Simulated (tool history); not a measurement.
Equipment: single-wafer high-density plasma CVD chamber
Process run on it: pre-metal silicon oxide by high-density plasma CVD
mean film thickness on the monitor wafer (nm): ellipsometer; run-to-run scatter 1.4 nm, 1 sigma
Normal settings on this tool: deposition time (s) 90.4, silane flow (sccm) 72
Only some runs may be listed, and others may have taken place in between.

run    hour  deposition time (s)  silane flow (sccm)  read-back reference wafer on the same gauge, thickness_nm  mean film thickness on the monitor wafer (nm)
  1       0                 90.4                  72                                                    655.915                                        562.483
  2   104.9                 90.4                  72                                                    655.944                                         565.43
  3   172.7                 90.4                  72                                                    655.946                                        564.269
  4   253.6                 90.4                  72                                                    656.009                                         566.31
  5   346.6                 90.4                  72                                                    656.231                                        567.181
  6   452.6                 80.3                  63                                                    655.928                                        438.999
  7   540.3                 90.4                  79                                                     655.54                                        619.144
  8   634.8                 90.4                  79                                                    655.877                                        622.506
  9   692.3                 90.4                  79                                                    656.045                                          621.1
 10     742                100.8                  72                                                    656.142                                        630.573
 11   814.1                 90.4                  63                                                    655.457                                        496.548
 12   891.5                 90.4                  72                                                    655.708                                        566.901
 13   930.4                 90.4                  72                                                    655.965                                        566.974
      956.9  -- silane flow controller replaced
 14  1030.4                 90.4                  72                                                    656.278                                        556.079
 15  1113.3                 90.4                  72                                                    656.655                                        553.364
 16  1220.3                 90.4                  72                                                    656.067                                        553.597
 17  1309.2                 90.4                  72                                                    656.133                                        554.892
 18    1363                  101                  84                                                    656.131                                        724.436
 19  1429.9                104.3                  62                                                    655.976                                        553.631
 20  1507.7                101.6                  76                                                     656.47                                        659.378
 21  1560.1                   79                  83                                                    656.444                                        560.386
 22  1666.2                 83.1                  59                                                    656.106                                        418.134
     1707.9  -- gauge calibrated
 23  1744.9                104.2                  82                                                    655.603                                         727.21
 24  1808.8                 90.4                  67                                                    656.063                                        515.949
 25  1868.7                 90.4                  72                                                    655.587                                         556.92
 26  1968.7                 97.3                  80                                                    655.909                                         664.39
 27  2061.5                107.5                  65                                                    656.212                                        596.971
 28  2132.4                 79.1                  65                                                    655.834                                        437.641
 29  2187.2                 90.4                  72                                                    655.443                                        554.999
 30  2232.8                 77.5                  65                                                    656.019                                        430.706
 31  2295.3                 90.4                  60                                                    655.657                                        464.508
 32  2351.9                104.2                  82                                                    656.038                                        730.272
 33  2450.8                 90.4                  72                                                     656.09                                        558.234
 34  2544.7                 98.8                  82                                                     655.78                                        691.801
 35  2640.3                108.1                  64                                                    655.544                                        591.426

5 options for the next run, each taken on its own from the tool as it stands now. Forecast them:
  A  2640.7                 90.4                  72                                                          ?                                              ?
  B  2640.7                 83.9                  79                                                          ?                                              ?
  C  2640.7                 90.4                  80                                                          ?                                              ?
  D  2640.7                 78.5                  58                                                          ?                                              ?
  E  2640.7                 99.2                  72                                                          ?                                              ?

run  read-back reference wafer on the same gauge, thickness_nm  mean film thickness on the monitor wafer (nm)
  A                                                    656.245                                        556.761
  B                                                    656.245                                        566.965
  C                                                    656.245                                        618.623
  D                                                    656.245                                        389.462
  E                                                    656.245                                        610.959
With the hidden condition removed and each run's random variation left untouched, the same runs would have given:
run  mean film thickness on the monitor wafer (nm)
  A                                        554.454
  B                                        564.617
  C                                        616.061
  D                                        387.849
  E                                        608.428
